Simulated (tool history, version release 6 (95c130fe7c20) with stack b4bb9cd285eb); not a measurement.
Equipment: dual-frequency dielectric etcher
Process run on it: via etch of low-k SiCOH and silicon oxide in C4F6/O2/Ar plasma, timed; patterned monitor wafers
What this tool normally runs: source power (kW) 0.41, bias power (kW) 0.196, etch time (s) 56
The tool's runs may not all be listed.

| run | hour | source power (kW) | bias power (kW) | etch time (s) | read-back reference wafer on the same gauge, depth_nm | mean etch depth across the wafer (Å) |
|---|---|---|---|---|---|---|
| 1 | 0 | 0.41 | 0.196 | 56 | 149 | 1406 |
| 2 | 5.2 | 0.41 | 0.196 | 56 | 148.9 | 1416 |
| 3 | 12 | 0.41 | 0.196 | 56 | 148.9 | 1408 |
| 4 | 25.2 | 0.41 | 0.196 | 56 | 149 | 1412 |
| 5 | 37.5 | 0.41 | 0.181 | 56 | 149 | 1380 |
| 6 | 47.5 | 0.41 | 0.181 | 56 | 149.1 | 1383 |
| 7 | 54 | 0.41 | 0.196 | 56 | 149 | 1410 |
| 8 | 63.3 | 0.49 | 0.149 | 67 | 149 | 1682 |
| 9 | 110.9 | 0.47 | 0.165 | 66.5 | 149 | 1686 |
| 10 | 125.7 | 0.41 | 0.196 | 56 | 149 | 1422 |
| 11 | 139.3 | 0.49 | 0.196 | 56 | 149 | 1524 |
| 12 | 173.6 | 0.31 | 0.196 | 56 | 148.9 | 1267 |
| 13 | 189.5 | 0.41 | 0.196 | 56 | 149.1 | 1425 |
| 14 | 206.9 | 0.41 | 0.211 | 56 | 149 | 1456 |
|  | 229.2 | bias power generator calibrated |
|  | 238.4 | gauge calibrated |
|  | 240.2 | upper electrode replaced |
| 15 | 240.7 | 0.41 | 0.233 | 56 | 148.9 | 1504 |
| 16 | 241 | 0.41 | 0.169 | 56 | 148.9 | 1366 |
| 17 | 248.2 | 0.41 | 0.167 | 70.5 | 149 | 1710 |
| 18 | 257.1 | 0.41 | 0.196 | 56 | 149 | 1429 |
| 19 | 266.5 | 0.41 | 0.151 | 39.5 | 149 | 941 |
| 20 | 273.8 | 0.33 | 0.172 | 65.5 | 149 | 1480 |
|  | 303.7 | wet clean of the chamber |
| 21 | 304.2 | 0.41 | 0.155 | 56 | 149 | 1331 |
| 22 | 304.6 | 0.33 | 0.156 | 40.5 | 149.1 | 876 |
| 23 | 304.9 | 0.35 | 0.231 | 56 | 149 | 1393 |
| 24 | 305.8 | 0.41 | 0.196 | 56 | 149.1 | 1418 |
| 25 | 314.8 | 0.41 | 0.196 | 56 | 148.9 | 1407 |
| 26 | 326.1 | 0.41 | 0.243 | 56 | 148.9 | 1506 |
| 27 | 332.5 | 0.41 | 0.196 | 56 | 148.9 | 1413 |
| 28 | 340.2 | 0.33 | 0.227 | 48 | 149.1 | 1164 |
| 29 | 357.3 | 0.34 | 0.215 | 39.5 | 149 | 957 |
| 30 | 371.3 | 0.41 | 0.196 | 56 | 149.1 | 1420 |

Predict each of these 4 candidate next runs independently; none follows another, all start after run 30:
| A | 371.7 | 0.41 | 0.226 | 56 | ? | ? |
| B | 371.7 | 0.41 | 0.196 | 47 | ? | ? |
| C | 371.7 | 0.47 | 0.196 | 51 | ? | ? |
| D | 371.7 | 0.41 | 0.15 | 56 | ? | ? |

| run | read-back reference wafer on the same gauge, depth_nm | mean etch depth across the wafer (Å) |
|---|---|---|
| A | 149 | 1478 |
| B | 149 | 1189 |
| C | 149 | 1361 |
| D | 149 | 1315 |
With the hidden condition removed and each run's random variation left untouched, the same runs would have given:
| run | mean etch depth across the wafer (Å) |
|---|---|
| A | 1474 |
| B | 1186 |
| C | 1357 |
| D | 1311 |

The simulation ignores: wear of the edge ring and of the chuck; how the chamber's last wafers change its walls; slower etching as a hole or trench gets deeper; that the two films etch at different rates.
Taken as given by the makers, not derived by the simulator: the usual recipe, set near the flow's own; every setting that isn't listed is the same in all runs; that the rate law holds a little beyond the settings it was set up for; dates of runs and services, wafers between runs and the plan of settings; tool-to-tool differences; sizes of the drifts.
